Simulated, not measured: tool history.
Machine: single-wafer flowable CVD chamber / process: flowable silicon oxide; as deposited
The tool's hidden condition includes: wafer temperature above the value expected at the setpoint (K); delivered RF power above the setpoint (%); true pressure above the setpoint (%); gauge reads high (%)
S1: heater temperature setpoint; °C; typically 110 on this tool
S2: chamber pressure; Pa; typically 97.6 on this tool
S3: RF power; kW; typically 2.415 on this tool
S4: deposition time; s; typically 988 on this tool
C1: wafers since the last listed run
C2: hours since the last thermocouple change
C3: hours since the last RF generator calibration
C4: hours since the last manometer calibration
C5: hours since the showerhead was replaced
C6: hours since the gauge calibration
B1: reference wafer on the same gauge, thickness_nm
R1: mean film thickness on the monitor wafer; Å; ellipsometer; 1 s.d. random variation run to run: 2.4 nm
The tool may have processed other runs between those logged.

run	day	S1	S2	S3	S4	C1	C2	C3	C4	C5	C6	B1	R1
1	0.000	110	112.7	2.770	988	0	985.2	828.1	1847.8	8267.8	892.1	365.087	4812.72
2	4.338	121	97.6	2.415	988	285	1089.3	932.2	1951.9	8371.9	996.2	365.214	2826.53
3	6.183	121	97.6	2.415	988	121	1133.6	976.5	1996.2	8416.2	1040.5	365.249	2824.91
4	8.258	110	97.6	2.415	878	136	1183.4	1026.3	2046.0	8466.0	1090.3	365.703	3643.45
5	10.283	110	97.6	2.415	878	133	1232.0	1074.9	2094.6	8514.6	1138.9	365.473	3637.03
6	14.575	110	97.6	2.415	878	282	1335.0	1177.9	2197.6	8617.6	1241.9	364.642	3660.10
# day 16.958: showerhead replaced, of another model than before
7	18.188	110	97.6	2.415	988	216	1421.7	1264.6	2284.3	29.5	1328.6	365.517	4164.20
# day 20.479: gauge calibrated
# day 22.775: capacitance manometer re-zeroed and calibrated
# day 24.525: thermocouple changed; heater temperature recalibrated
8	25.050	110	97.6	2.415	988	408	12.6	1429.3	54.6	194.2	109.7	365.929	3992.12
9	26.925	110	104.1	2.020	813	123	57.6	1474.3	99.6	239.2	154.7	365.360	3221.77
10	30.704	110	89.1	2.620	988	248	148.3	1565.0	190.3	329.9	245.4	365.258	3851.42
11	34.750	110	113.3	2.415	988	266	245.4	1662.1	287.4	427.0	342.5	365.085	4456.61
12	38.642	96	112.1	2.855	909	256	338.8	1755.5	380.8	520.4	435.9	364.730	7135.46
13	41.275	110	97.6	2.415	988	173	402.0	1818.7	444.0	583.6	499.1	364.713	4104.69
14	43.712	124	76.0	1.990	1144	160	460.5	1877.2	502.5	642.1	557.6	364.148	2325.41
15	46.812	114	81.1	2.170	988	204	534.9	1951.6	576.9	716.5	632.0	364.605	3061.93
16	49.000	110	97.6	2.415	988	144	587.4	2004.1	629.4	769.0	684.5	364.743	4110.52
17	52.308	110	97.6	2.575	988	217	666.8	2083.5	708.8	848.4	763.9	364.572	4150.91
18	54.538	115	91.3	2.415	835	146	720.3	2137.0	762.3	901.9	817.4	365.428	2799.77
# day 55.062: RF generator calibrated
19	57.400	115	91.3	2.415	835	166	789.0	56.1	831.0	970.6	886.1	364.740	2783.70
20	61.304	96	88.4	2.855	1081	257	882.7	149.8	924.7	1064.3	979.8	365.696	7302.90
21	64.721	110	97.6	2.415	885	225	964.7	231.8	1006.7	1146.3	1061.8	364.556	3664.81
22	67.454	96	104.3	2.415	870	180	1030.3	297.4	1072.3	1211.9	1127.4	364.134	6439.48
23	70.392	119	75.3	2.415	1077	193	1100.8	367.9	1142.8	1282.4	1197.9	364.395	2786.28
24	73.042	101	120.7	2.825	988	174	1164.4	431.5	1206.4	1346.0	1261.5	366.078	7010.72
25	74.779	115	91.3	2.415	835	114	1206.1	473.2	1248.1	1387.7	1303.2	365.485	2774.22
26	79.050	110	97.6	2.415	934	281	1308.6	575.7	1350.6	1490.2	1405.7	365.012	3880.30
27	82.917	100	97.6	2.770	919	254	1401.4	668.5	1443.4	1583.0	1498.5	365.051	5785.88
28	85.721	101	119.2	2.415	813	184	1468.7	735.8	1510.7	1650.3	1565.8	365.062	5560.60

Below are 4 alternative next runs, each starting from the tool's condition after run 28. Predict each:
A	85.750	110	97.6	2.415	988	1	1469.4	736.5	1511.4	1651.0	1566.5	?	?
B	85.750	96	97.6	2.415	1140	1	1469.4	736.5	1511.4	1651.0	1566.5	?	?
C	85.750	110	77.7	2.415	988	1	1469.4	736.5	1511.4	1651.0	1566.5	?	?
D	85.750	110	97.6	2.415	1124	1	1469.4	736.5	1511.4	1651.0	1566.5	?	?

run	B1	R1
A	364.621	4150.71
B	364.621	8137.35
C	364.621	3587.83
D	364.621	4722.07
The same runs, with their run-to-run variation unchanged, on a tool lacking any hidden condition would have given:
run	R1
A	3936.46
B	7706.23
C	3402.63
D	4478.32
